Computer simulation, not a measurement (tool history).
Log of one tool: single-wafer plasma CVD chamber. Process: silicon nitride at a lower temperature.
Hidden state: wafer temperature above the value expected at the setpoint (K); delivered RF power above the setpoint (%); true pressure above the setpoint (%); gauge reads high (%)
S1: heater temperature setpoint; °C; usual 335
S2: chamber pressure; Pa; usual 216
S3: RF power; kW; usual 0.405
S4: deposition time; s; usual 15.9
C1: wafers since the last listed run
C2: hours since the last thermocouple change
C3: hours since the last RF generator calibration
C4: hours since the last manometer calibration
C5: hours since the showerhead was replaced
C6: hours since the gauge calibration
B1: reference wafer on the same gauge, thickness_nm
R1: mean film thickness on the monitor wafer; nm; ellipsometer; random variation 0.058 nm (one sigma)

run,hour,S1,S2,S3,S4,C1,C2,C3,C4,C5,C6,B1,R1
1,0.0,335,216,0.405,15.9,0,2701.0,444.0,1946.8,3693.3,2359.6,27.104,24.244
2,102.3,335,216,0.405,15.9,1509,2803.3,546.3,2049.1,3795.6,2461.9,27.092,24.265
3,200.2,335,216,0.405,15.9,1444,2901.2,644.2,2147.0,3893.5,2559.8,27.086,24.268
# hour 239.4: thermocouple changed; heater temperature recalibrated
4,287.4,321,244,0.465,18.4,1168,48.0,731.4,2234.2,3980.7,2647.0,27.111,31.865
# hour 331.1: showerhead replaced
5,335.1,329,196,0.480,16.9,585,95.7,779.1,2281.9,4.0,2694.7,27.108,28.796
6,403.8,327,216,0.405,15.9,1013,164.4,847.8,2350.6,72.7,2763.4,27.096,24.239
7,490.1,335,216,0.405,15.9,1273,250.7,934.1,2436.9,159.0,2849.7,27.087,24.154
8,530.1,335,177,0.405,18.3,590,290.7,974.1,2476.9,199.0,2889.7,27.105,26.907
# hour 562.5: RF generator calibrated
# hour 625.2: capacitance manometer re-zeroed and calibrated
9,631.0,335,216,0.355,15.9,1252,391.6,68.5,5.8,299.9,2990.6,27.097,21.618
10,688.9,335,216,0.405,14.2,854,449.5,126.4,63.7,357.8,3048.5,27.099,21.614
11,763.8,335,255,0.460,15.9,1105,524.4,201.3,138.6,432.7,3123.4,27.088,27.375
12,841.8,342,216,0.405,14.1,1150,602.4,279.3,216.6,510.7,3201.4,27.096,21.466
# hour 936.2: gauge calibrated
13,1062.1,335,261,0.335,13.6,3250,822.7,499.6,436.9,731.0,125.9,27.096,18.122
14,1104.7,335,216,0.405,15.9,628,865.3,542.2,479.5,773.6,168.5,27.105,24.163
15,1179.5,335,216,0.405,15.9,1103,940.1,617.0,554.3,848.4,243.3,27.090,24.105
16,1286.2,341,216,0.405,15.9,1574,1046.8,723.7,661.0,955.1,350.0,27.102,24.024
17,1356.0,335,193,0.405,15.9,1029,1116.6,793.5,730.8,1024.9,419.8,27.097,23.690
18,1566.0,335,216,0.405,15.9,3098,1326.6,1003.5,940.8,1234.9,629.8,27.091,24.055
19,1624.7,339,216,0.480,15.9,866,1385.3,1062.2,999.5,1293.6,688.5,27.113,27.334
20,1720.4,335,216,0.405,19.0,1411,1481.0,1157.9,1095.2,1389.3,784.2,27.099,28.788
21,1758.7,346,201,0.350,15.0,565,1519.3,1196.2,1133.5,1427.6,822.5,27.078,19.739
22,1837.6,344,216,0.405,15.9,1164,1598.2,1275.1,1212.4,1506.5,901.4,27.088,23.916
# hour 1888.7: RF generator calibrated
23,2062.6,335,216,0.460,17.2,3201,1823.2,173.9,1437.4,1731.5,1126.4,27.108,29.058
24,2103.2,335,216,0.405,15.9,598,1863.8,214.5,1478.0,1772.1,1167.0,27.093,24.255
25,2209.2,335,216,0.405,15.9,1563,1969.8,320.5,1584.0,1878.1,1273.0,27.099,24.187
26,2273.6,335,199,0.405,15.9,950,2034.2,384.9,1648.4,1942.5,1337.4,27.102,23.923
27,2341.6,330,216,0.405,15.9,1003,2102.2,452.9,1716.4,2010.5,1405.4,27.086,24.227

Forecast each of these 5 alternatives for the next run:
A,2342.0,335,216,0.445,15.9,5,2102.6,453.3,1716.8,2010.9,1405.8,?,?
B,2342.0,346,245,0.335,15.9,5,2102.6,453.3,1716.8,2010.9,1405.8,?,?
C,2342.0,326,216,0.335,17.8,5,2102.6,453.3,1716.8,2010.9,1405.8,?,?
D,2342.0,335,263,0.330,13.4,5,2102.6,453.3,1716.8,2010.9,1405.8,?,?
E,2342.0,324,216,0.405,15.9,5,2102.6,453.3,1716.8,2010.9,1405.8,?,?

run,B1,R1
A,27.083,26.124
B,27.083,21.003
C,27.083,23.188
D,27.083,17.722
E,27.083,24.393
Without the tool's hidden state the same runs would have given:
run,R1
A,26.027
B,20.948
C,23.125
D,17.676
E,24.303
